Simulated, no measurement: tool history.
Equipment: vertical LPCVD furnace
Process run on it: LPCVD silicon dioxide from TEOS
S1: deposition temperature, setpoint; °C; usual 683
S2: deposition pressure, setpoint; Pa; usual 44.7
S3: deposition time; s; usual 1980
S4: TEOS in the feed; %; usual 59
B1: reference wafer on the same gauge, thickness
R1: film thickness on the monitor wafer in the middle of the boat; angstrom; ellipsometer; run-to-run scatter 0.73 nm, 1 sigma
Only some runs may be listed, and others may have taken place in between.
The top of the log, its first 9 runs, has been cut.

run    hour   S1    S2    S3  S4      B1      R1
 10    1018  683  44.7  1980  59  163.98  1607.4
 11    1119  683  44.7  1530  59  164.07  1241.6
 12  1162.1  683  44.7  1980  66  163.71  1698.8
 13  1244.8  683  44.7  1980  66  164.04  1695.2
 14  1328.6  683  44.7  1980  59  164.03  1597.7
 15  1609.1  683  39.3  2370  59  163.83  1769.2
     1674.4  -- pressure gauge zeroed
 16    1702  691  44.7  1980  59  164.11  1994.7
     1760.2  -- thermocouples replaced and temperature profile calibrated
 17  1765.3  672  41.3  1740  52  164.13   976.9
 18  1814.2  683  48.7  1440  59  164.01  1210.4
     1867.6  -- gauge calibrated
 19  1877.8  676    48  2670  59  163.94  1889.9
 20  1976.6  695  44.7  1980  59  164.05  2139.7
 21    2063  672  41.3  1740  52  164.09   975.8
 22  2104.2  674  44.7  1440  59  164.03     943
 23  2207.9  691  44.7  1980  59  164.03  1947.7
 24  2260.4  683  44.7  2400  59  164.07  1965.4
 25  2363.5  683    38  1980  59  163.82  1491.8
 26  2399.8  691  44.7  2580  68  164.24  2712.7
 27  2484.8  687  44.7  2250  59  163.99  2020.1
 28  2540.1  688  44.7  1200  59  163.73  1109.9
 29    2646  683  44.7  1980  59  163.95  1622.1
 30  2745.6  676  44.7  2760  59  163.82  1905.9

Branching from run 30: 5 alternative next runs. What would each branch give?
  A  2750.2  683  44.7  1980  59   ?   ?
  B  2750.2  683  44.7  1980  56   ?   ?
  C  2750.2  688  39.3  1980  59   ?   ?
  D  2750.2  691  53.3  2580  59   ?   ?
  E  2750.2  683  51.3  2250  59   ?   ?

run      B1      R1
  A  163.92  1620.6
  B  163.92  1578.8
  C  163.92  1712.8
  D  163.92  2794.8
  E  163.92  1975.5
Stripped of hidden state, with their random variation kept, the same runs would have yielded:
run      R1
  A  1589.4
  B  1548.4
  C  1681.4
  D  2739.8
  E  1936.2
